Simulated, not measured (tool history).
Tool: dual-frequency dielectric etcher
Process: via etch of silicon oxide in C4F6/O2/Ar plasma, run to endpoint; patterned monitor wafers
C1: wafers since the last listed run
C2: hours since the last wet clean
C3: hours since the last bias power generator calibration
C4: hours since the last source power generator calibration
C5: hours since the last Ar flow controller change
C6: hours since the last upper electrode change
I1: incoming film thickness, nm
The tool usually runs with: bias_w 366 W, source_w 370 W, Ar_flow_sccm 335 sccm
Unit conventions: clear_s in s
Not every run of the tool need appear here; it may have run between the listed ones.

Run 1, hour 0.0: usual settings but bias_w 305 W; C1 0; C2 126.9; C3 1454.7; C4 3070.6; C5 5591.0; C6 2834.6; I1 131.0. Result: clear_s 38.3 s.
Run 2, hour 25.1: usual settings but Ar_flow_sccm 355 sccm; C1 377; C2 152.0; C3 1479.8; C4 3095.7; C5 5616.1; C6 2859.7; I1 130.9. Result: clear_s 36.7 s.
Run 3, hour 52.5: usual settings but source_w 340 W; C1 411; C2 179.4; C3 1507.2; C4 3123.1; C5 5643.5; C6 2887.1; I1 131.6. Result: clear_s 37.7 s.
Run 4, hour 82.5: usual settings; C1 450; C2 209.4; C3 1537.2; C4 3153.1; C5 5673.5; C6 2917.1; I1 130.8. Result: clear_s 36.4 s.
Run 5, hour 114.9: usual settings; C1 486; C2 241.8; C3 1569.6; C4 3185.5; C5 5705.9; C6 2949.5; I1 133.1. Result: clear_s 37.1 s.
Run 6, hour 146.0: usual settings but source_w 400 W; C1 467; C2 272.9; C3 1600.7; C4 3216.6; C5 5737.0; C6 2980.6; I1 129.7. Result: clear_s 35.2 s.
Run 7, hour 168.9: usual settings but source_w 400 W; C1 344; C2 295.8; C3 1623.6; C4 3239.5; C5 5759.9; C6 3003.5; I1 129.7. Result: clear_s 35.2 s.
Run 8, hour 195.7: usual settings; C1 402; C2 322.6; C3 1650.4; C4 3266.3; C5 5786.7; C6 3030.3; I1 129.8. Result: clear_s 36.8 s.
Run 9, hour 219.3: usual settings; C1 354; C2 346.2; C3 1674.0; C4 3289.9; C5 5810.3; C6 3053.9; I1 130.9. Result: clear_s 36.6 s.
Run 10, hour 240.1: usual settings but source_w 410 W; C1 312; C2 367.0; C3 1694.8; C4 3310.7; C5 5831.1; C6 3074.7; I1 130.8. Result: clear_s 35.3 s.
Run 11, hour 256.5: usual settings but source_w 410 W; C1 246; C2 383.4; C3 1711.2; C4 3327.1; C5 5847.5; C6 3091.1; I1 129.7. Result: clear_s 34.8 s.
Run 12, hour 288.6: usual settings but source_w 410 W; C1 482; C2 415.5; C3 1743.3; C4 3359.2; C5 5879.6; C6 3123.2; I1 132.5. Result: clear_s 35.8 s.
Run 13, hour 318.3: usual settings but bias_w 417 W; C1 446; C2 445.2; C3 1773.0; C4 3388.9; C5 5909.3; C6 3152.9; I1 131.9. Result: clear_s 36.0 s.
Run 14, hour 345.7: usual settings but source_w 300 W; C1 411; C2 472.6; C3 1800.4; C4 3416.3; C5 5936.7; C6 3180.3; I1 130.8. Result: clear_s 40.3 s.
At hour 364.6: bias power generator calibrated.
At hour 373.3: upper electrode replaced.
At hour 395.7: wet clean of the chamber.
Run 15, hour 396.2: usual settings but source_w 450 W; C1 230; C2 0.5; C3 31.6; C4 3466.8; C5 5987.2; C6 22.9; I1 130.6. Result: clear_s 35.4 s.
Run 16, hour 396.5: usual settings but source_w 330 W; C1 4; C2 0.8; C3 31.9; C4 3467.1; C5 5987.5; C6 23.2; I1 130.1. Result: clear_s 39.3 s.
At hour 403.5: source power generator calibrated.
Run 17, hour 405.6: usual settings; C1 76; C2 9.9; C3 41.0; C4 2.1; C5 5996.6; C6 32.3; I1 130.2. Result: clear_s 38.1 s.
At hour 422.8: Ar flow controller replaced.
Run 18, hour 423.3: usual settings but bias_w 301 W, source_w 460 W, Ar_flow_sccm 292 sccm; C1 175; C2 27.6; C3 58.7; C4 19.8; C5 0.5; C6 50.0; I1 129.6. Result: clear_s 36.5 s.
Run 19, hour 435.6: usual settings but bias_w 448 W, Ar_flow_sccm 309 sccm; C1 184; C2 39.9; C3 71.0; C4 32.1; C5 12.8; C6 62.3; I1 130.7. Result: clear_s 35.8 s.
Run 20, hour 459.2: usual settings but bias_w 274 W, Ar_flow_sccm 396 sccm; C1 354; C2 63.5; C3 94.6; C4 55.7; C5 36.4; C6 85.9; I1 130.4. Result: clear_s 42.6 s.
Run 21, hour 483.9: usual settings but bias_w 336 W, Ar_flow_sccm 255 sccm; C1 371; C2 88.2; C3 119.3; C4 80.4; C5 61.1; C6 110.6; I1 130.3. Result: clear_s 38.1 s.
Run 22, hour 515.1: usual settings; C1 468; C2 119.4; C3 150.5; C4 111.6; C5 92.3; C6 141.8; I1 130.5. Result: clear_s 38.1 s.
At hour 541.2: wet clean of the chamber, repeated, since the last time left the tool worse.
Run 23, hour 544.4: usual settings but bias_w 413 W, source_w 340 W, Ar_flow_sccm 402 sccm; C1 79; C2 3.2; C3 179.8; C4 140.9; C5 121.6; C6 171.1; I1 130.8. Result: clear_s 36.4 s.
Run 24, hour 573.5: usual settings but source_w 400 W, Ar_flow_sccm 262 sccm; C1 437; C2 32.3; C3 208.9; C4 170.0; C5 150.7; C6 200.2; I1 130.4. Result: clear_s 34.3 s.
Run 25, hour 592.5: usual settings but bias_w 290 W; C1 285; C2 51.3; C3 227.9; C4 189.0; C5 169.7; C6 219.2; I1 130.9. Result: clear_s 39.2 s.
Run 26, hour 623.9: usual settings but bias_w 299 W, Ar_flow_sccm 375 sccm; C1 471; C2 82.7; C3 259.3; C4 220.4; C5 201.1; C6 250.6; I1 132.0. Result: clear_s 39.7 s.
Run 27, hour 656.2: usual settings; C1 485; C2 115.0; C3 291.6; C4 252.7; C5 233.4; C6 282.9; I1 130.5. Result: clear_s 36.2 s.
Run 28, hour 677.8: usual settings; C1 324; C2 136.6; C3 313.2; C4 274.3; C5 255.0; C6 304.5; I1 131.8. Result: clear_s 36.9 s.
Run 29, hour 695.7: usual settings but bias_w 294 W, source_w 310 W, Ar_flow_sccm 356 sccm; C1 268; C2 154.5; C3 331.1; C4 292.2; C5 272.9; C6 322.4; I1 131.1. Result: clear_s 42.1 s.

Predict each of these 4 candidate next runs independently; none follows another, all start after run 29:
Run A, hour 696.1: usual settings but bias_w 325 W; C1 6; C2 154.9; C3 331.5; C4 292.6; C5 273.3; C6 322.8; I1 132.2. Result: clear_s ?.
Run B, hour 696.1: usual settings but bias_w 398 W, source_w 430 W, Ar_flow_sccm 270 sccm; C1 6; C2 154.9; C3 331.5; C4 292.6; C5 273.3; C6 322.8; I1 132.2. Result: clear_s ?.
Run C, hour 696.1: usual settings but bias_w 318 W, Ar_flow_sccm 303 sccm; C1 6; C2 154.9; C3 331.5; C4 292.6; C5 273.3; C6 322.8; I1 132.2. Result: clear_s ?.
Run D, hour 696.1: usual settings but source_w 320 W, Ar_flow_sccm 363 sccm; C1 6; C2 154.9; C3 331.5; C4 292.6; C5 273.3; C6 322.8; I1 132.2. Result: clear_s ?.

run  clear_s
  A     38.3
  B     33.0
  C     38.2
  D     39.4
The same runs, with their run-to-run variation unchanged, on a tool lacking any hidden condition would have given:
run  clear_s
  A     37.8
  B     32.5
  C     37.6
  D     38.9
